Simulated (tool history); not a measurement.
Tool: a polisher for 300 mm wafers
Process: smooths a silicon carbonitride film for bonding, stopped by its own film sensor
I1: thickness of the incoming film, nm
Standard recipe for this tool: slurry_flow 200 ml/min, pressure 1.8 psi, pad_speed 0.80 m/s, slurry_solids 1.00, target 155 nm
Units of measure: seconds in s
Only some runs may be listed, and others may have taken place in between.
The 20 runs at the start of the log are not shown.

At day 37.721: worn pad replaced by a new one.
Run 21, day 39.421: usual settings; I1 177.1. Result: seconds 118.0 s.
At day 40.888: slurry nozzle cleaned.
Run 22, day 41.483: usual settings but pressure 2.1 psi, slurry_solids 1.25, target 160 nm; I1 179.1. Result: seconds 80.3 s.
Run 23, day 43.929: usual settings but slurry_flow 140 ml/min, pad_speed 1.00 m/s; I1 179.3. Result: seconds 115.4 s.
Run 24, day 45.262: usual settings but slurry_flow 255 ml/min, target 150 nm; I1 181.0. Result: seconds 162.0 s.
Run 25, day 46.646: usual settings but pressure 2.3 psi, pad_speed 1.00 m/s, slurry_solids 1.20; I1 180.9. Result: seconds 87.4 s.
Run 26, day 47.983: usual settings; I1 182.2. Result: seconds 144.1 s.
At day 49.888: slurry blender recalibrated.
Run 27, day 50.900: usual settings but pad_speed 1.06 m/s; I1 178.3. Result: seconds 98.8 s.
At day 51.375: worn pad replaced by a new one.
Run 28, day 53.808: usual settings; I1 184.0. Result: seconds 154.6 s.
At day 55.233: head pressure recalibrated.
Run 29, day 55.988: usual settings but slurry_solids 1.20; I1 181.1. Result: seconds 127.7 s.
Run 30, day 57.508: usual settings but slurry_flow 170 ml/min, pad_speed 0.56 m/s; I1 178.4. Result: seconds 160.0 s.

Alternative continuations, all from the tool just after run 30; predict every row:
Run A, day 57.529: usual settings; I1 177.8. Result: seconds ?.
Run B, day 57.529: usual settings but slurry_flow 145 ml/min, pressure 2.2 psi, pad_speed 1.02 m/s, target 159 nm; I1 177.8. Result: seconds ?.
Run C, day 57.529: usual settings but pad_speed 0.92 m/s; I1 177.8. Result: seconds ?.
Run D, day 57.529: usual settings but target 151 nm; I1 177.8. Result: seconds ?.

run  seconds
  A    121.9
  B     72.6
  C    110.6
  D    143.3
With the hidden condition removed and each run's random variation left untouched, the same runs would have given:
run  seconds
  A    117.3
  B     69.9
  C    106.4
  D    137.9

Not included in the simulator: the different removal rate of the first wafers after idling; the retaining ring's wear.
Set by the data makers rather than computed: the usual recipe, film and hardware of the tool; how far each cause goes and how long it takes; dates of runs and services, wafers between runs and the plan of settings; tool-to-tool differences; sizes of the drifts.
